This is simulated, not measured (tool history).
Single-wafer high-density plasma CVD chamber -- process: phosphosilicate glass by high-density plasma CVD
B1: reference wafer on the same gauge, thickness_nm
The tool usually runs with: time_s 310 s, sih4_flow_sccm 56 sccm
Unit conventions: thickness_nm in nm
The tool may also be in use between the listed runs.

run 1 day=0.000 | time_s=310 sih4_flow_sccm=56 | B1=1971.962 | thickness_nm=1724.987
run 2 day=1.162 | time_s=310 sih4_flow_sccm=56 | B1=1969.308 | thickness_nm=1720.537
run 3 day=4.033 | time_s=310 sih4_flow_sccm=56 | B1=1962.356 | thickness_nm=1732.027
run 4 day=5.646 | time_s=310 sih4_flow_sccm=56 | B1=1966.878 | thickness_nm=1686.613
run 5 day=8.621 | time_s=310 sih4_flow_sccm=49 | B1=1976.244 | thickness_nm=1563.178
run 6 day=10.358 | time_s=310 sih4_flow_sccm=56 | B1=1966.727 | thickness_nm=1696.000
run 7 day=12.596 | time_s=279 sih4_flow_sccm=56 | B1=1969.404 | thickness_nm=1543.858
run 8 day=15.112 | time_s=279 sih4_flow_sccm=56 | B1=1970.031 | thickness_nm=1537.314
run 9 day=18.071 | time_s=310 sih4_flow_sccm=56 | B1=1972.741 | thickness_nm=1691.157
run 10 day=19.179 | time_s=310 sih4_flow_sccm=56 | B1=1974.028 | thickness_nm=1685.354
run 11 day=21.792 | time_s=310 sih4_flow_sccm=56 | B1=1970.547 | thickness_nm=1682.373
run 12 day=24.312 | time_s=310 sih4_flow_sccm=56 | B1=1965.206 | thickness_nm=1693.214
run 13 day=26.096 | time_s=310 sih4_flow_sccm=56 | B1=1968.820 | thickness_nm=1710.561
run 14 day=27.350 | time_s=310 sih4_flow_sccm=56 | B1=1970.488 | thickness_nm=1688.981
run 15 day=29.858 | time_s=310 sih4_flow_sccm=56 | B1=1971.155 | thickness_nm=1682.574
run 16 day=31.179 | time_s=310 sih4_flow_sccm=56 | B1=1969.403 | thickness_nm=1691.359
run 17 day=32.546 | time_s=310 sih4_flow_sccm=56 | B1=1966.183 | thickness_nm=1682.560
run 18 day=33.962 | time_s=310 sih4_flow_sccm=56 | B1=1972.188 | thickness_nm=1667.828
run 19 day=35.471 | time_s=310 sih4_flow_sccm=56 | B1=1970.443 | thickness_nm=1684.623
run 20 day=36.492 | time_s=310 sih4_flow_sccm=56 | B1=1968.116 | thickness_nm=1686.070
run 21 day=39.467 | time_s=310 sih4_flow_sccm=56 | B1=1970.118 | thickness_nm=1679.531
run 22 day=40.667 | time_s=273 sih4_flow_sccm=48 | B1=1966.437 | thickness_nm=1338.205
run 23 day=46.517 | time_s=370 sih4_flow_sccm=46 | B1=1971.701 | thickness_nm=1743.157
run 24 day=47.825 | time_s=338 sih4_flow_sccm=63 | B1=1969.898 | thickness_nm=1985.470
run 25 day=49.200 | time_s=345 sih4_flow_sccm=45 | B1=1971.299 | thickness_nm=1614.650
run 26 day=51.304 | time_s=271 sih4_flow_sccm=53 | B1=1970.063 | thickness_nm=1397.768
-- day=53.229 silane flow controller replaced
run 27 day=53.250 | time_s=252 sih4_flow_sccm=52 | B1=1971.685 | thickness_nm=1344.980
run 28 day=54.954 | time_s=288 sih4_flow_sccm=56 | B1=1965.429 | thickness_nm=1596.341
-- day=60.425 gauge calibrated
run 29 day=63.700 | time_s=339 sih4_flow_sccm=59 | B1=1972.681 | thickness_nm=1935.454
run 30 day=67.375 | time_s=310 sih4_flow_sccm=63 | B1=1971.559 | thickness_nm=1867.969
run 31 day=69.679 | time_s=310 sih4_flow_sccm=56 | B1=1967.143 | thickness_nm=1707.308
run 32 day=72.129 | time_s=351 sih4_flow_sccm=56 | B1=1973.603 | thickness_nm=1924.989
run 33 day=74.388 | time_s=278 sih4_flow_sccm=51 | B1=1967.966 | thickness_nm=1449.701
run 34 day=82.575 | time_s=281 sih4_flow_sccm=51 | B1=1966.055 | thickness_nm=1441.782
run 35 day=85.204 | time_s=310 sih4_flow_sccm=59 | B1=1968.224 | thickness_nm=1776.505
run 36 day=88.046 | time_s=248 sih4_flow_sccm=56 | B1=1973.251 | thickness_nm=1361.390
run 37 day=89.871 | time_s=366 sih4_flow_sccm=61 | B1=1968.978 | thickness_nm=2105.983
run 38 day=92.654 | time_s=357 sih4_flow_sccm=52 | B1=1970.849 | thickness_nm=1853.684
run 39 day=94.412 | time_s=344 sih4_flow_sccm=63 | B1=1966.909 | thickness_nm=2039.409
run 40 day=96.179 | time_s=359 sih4_flow_sccm=48 | B1=1969.775 | thickness_nm=1784.164
run 41 day=97.742 | time_s=310 sih4_flow_sccm=59 | B1=1968.337 | thickness_nm=1739.018
run 42 day=99.221 | time_s=310 sih4_flow_sccm=56 | B1=1965.824 | thickness_nm=1700.941
run 43 day=101.938 | time_s=310 sih4_flow_sccm=56 | B1=1968.672 | thickness_nm=1682.845

List, for all runs, the conditions of the tool that the log does not record:
gauge reads high (%): 0 across all the runs
H1: delivered silane flow above the setpoint (%)
run=1 H1=-2.58
run=2 H1=-2.68
run=3 H1=-2.93
run=4 H1=-3.07
run=5 H1=-3.33
run=6 H1=-3.48
run=7 H1=-3.67
run=8 H1=-3.89
run=9 H1=-4.15
run=10 H1=-4.24
run=11 H1=-4.47
run=12 H1=-4.69
run=13 H1=-4.84
run=14 H1=-4.95
run=15 H1=-5.17
run=16 H1=-5.28
run=17 H1=-5.4
run=18 H1=-5.53
run=19 H1=-5.66
run=20 H1=-5.75
run=21 H1=-6
run=22 H1=-6.11
run=23 H1=-6.61
run=24 H1=-6.73
run=25 H1=-6.85
run=26 H1=-7.03
run=27 H1=-1.03
run=28 H1=-1.17
run=29 H1=-1.93
run=30 H1=-2.25
run=31 H1=-2.45
run=32 H1=-2.66
run=33 H1=-2.86
run=34 H1=-3.57
run=35 H1=-3.8
run=36 H1=-4.04
run=37 H1=-4.2
run=38 H1=-4.44
run=39 H1=-4.6
run=40 H1=-4.75
run=41 H1=-4.88
run=42 H1=-5.01
run=43 H1=-5.25
